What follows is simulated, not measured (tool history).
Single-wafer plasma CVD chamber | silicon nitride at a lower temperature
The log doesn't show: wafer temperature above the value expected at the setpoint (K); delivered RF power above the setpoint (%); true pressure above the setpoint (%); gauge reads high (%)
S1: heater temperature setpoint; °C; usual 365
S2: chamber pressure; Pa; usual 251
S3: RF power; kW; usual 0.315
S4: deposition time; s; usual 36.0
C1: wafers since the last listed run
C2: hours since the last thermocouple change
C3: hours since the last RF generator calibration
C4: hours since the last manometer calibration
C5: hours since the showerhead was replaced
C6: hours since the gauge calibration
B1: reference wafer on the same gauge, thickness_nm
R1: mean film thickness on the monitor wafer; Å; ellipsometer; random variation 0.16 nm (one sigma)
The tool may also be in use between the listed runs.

run,hour,S1,S2,S3,S4,C1,C2,C3,C4,C5,C6,B1,R1
1,0.0,365,251,0.315,36.0,0,1204.0,1643.9,2323.1,6273.7,494.6,40.132,467.38
2,32.9,365,251,0.315,36.0,808,1236.9,1676.8,2356.0,6306.6,527.5,40.142,464.72
3,79.2,365,251,0.315,36.0,1137,1283.2,1723.1,2402.3,6352.9,573.8,40.182,467.13
4,104.7,365,251,0.315,36.0,626,1308.7,1748.6,2427.8,6378.4,599.3,40.225,465.76
# hour 138.7: capacitance manometer re-zeroed and calibrated
5,161.5,365,280,0.360,36.0,1198,1365.5,1805.4,22.8,6435.2,656.1,40.281,529.84
6,287.5,365,280,0.360,36.0,3095,1491.5,1931.4,148.8,6561.2,782.1,40.424,526.87
7,451.4,365,280,0.360,36.0,4025,1655.4,2095.3,312.7,6725.1,946.0,40.678,530.21
8,519.9,365,251,0.315,36.0,1682,1723.9,2163.8,381.2,6793.6,1014.5,40.785,475.44
# hour 520.2: gauge calibrated
9,589.7,365,272,0.315,36.0,1714,1793.7,2233.6,451.0,6863.4,69.5,40.139,478.19
10,615.3,365,301,0.340,36.0,628,1819.3,2259.2,476.6,6889.0,95.1,40.130,514.72
# hour 624.1: thermocouple changed; heater temperature recalibrated
11,644.2,361,281,0.315,36.0,513,20.1,2288.1,505.5,6917.9,124.0,40.148,480.40
# hour 712.1: showerhead replaced
12,712.6,360,301,0.315,31.3,1483,88.5,2356.5,573.9,0.5,192.4,40.153,424.42
13,766.5,365,251,0.315,36.0,1323,142.4,2410.4,627.8,54.4,246.3,40.159,469.30
14,839.6,365,251,0.315,38.1,1795,215.5,2483.5,700.9,127.5,319.4,40.198,495.39
15,884.1,354,224,0.340,42.6,1093,260.0,2528.0,745.4,172.0,363.9,40.247,572.12
16,947.5,365,251,0.300,31.7,1557,323.4,2591.4,808.8,235.4,427.3,40.236,398.77
17,979.5,365,217,0.315,36.0,786,355.4,2623.4,840.8,267.4,459.3,40.326,453.11
18,1024.2,365,251,0.300,31.7,1097,400.1,2668.1,885.5,312.1,504.0,40.336,398.09
# hour 1043.3: RF generator calibrated
19,1094.0,352,251,0.315,36.0,1518,469.9,50.7,955.3,381.9,573.8,40.385,469.00
20,1150.0,365,251,0.315,36.0,1375,525.9,106.7,1011.3,437.9,629.8,40.437,470.70
21,1207.0,377,223,0.315,33.2,1400,582.9,163.7,1068.3,494.9,686.8,40.503,424.31
22,1242.0,365,251,0.315,41.9,859,617.9,198.7,1103.3,529.9,721.8,40.561,548.58
23,1271.5,365,251,0.315,42.3,724,647.4,228.2,1132.8,559.4,751.3,40.600,556.03
24,1318.6,365,275,0.285,42.8,1156,694.5,275.3,1179.9,606.5,798.4,40.642,530.25
25,1356.4,365,215,0.340,33.5,928,732.3,313.1,1217.7,644.3,836.2,40.702,449.66
26,1388.2,365,251,0.360,36.0,781,764.1,344.9,1249.5,676.1,868.0,40.737,519.16
27,1413.5,365,251,0.315,36.0,621,789.4,370.2,1274.8,701.4,893.3,40.763,474.91
28,1456.2,360,301,0.315,31.3,1048,832.1,412.9,1317.5,744.1,936.0,40.853,433.15

What the log doesn't show, run by run:
wafer temperature above the value expected at the setpoint (K): 0 in every run
delivered RF power above the setpoint (%): 0 in every run
true pressure above the setpoint (%): 0 in every run
H1: gauge reads high (%)
run,H1
1,0.065
2,0.134
3,0.239
4,0.3
5,0.446
6,0.818
7,1.4
8,1.67
9,0.0814
10,0.09
11,0.103
12,0.147
13,0.196
14,0.281
15,0.343
16,0.446
17,0.504
18,0.593
19,0.747
20,0.885
21,1.04
22,1.14
23,1.23
24,1.38
25,1.51
26,1.62
27,1.71
28,1.87

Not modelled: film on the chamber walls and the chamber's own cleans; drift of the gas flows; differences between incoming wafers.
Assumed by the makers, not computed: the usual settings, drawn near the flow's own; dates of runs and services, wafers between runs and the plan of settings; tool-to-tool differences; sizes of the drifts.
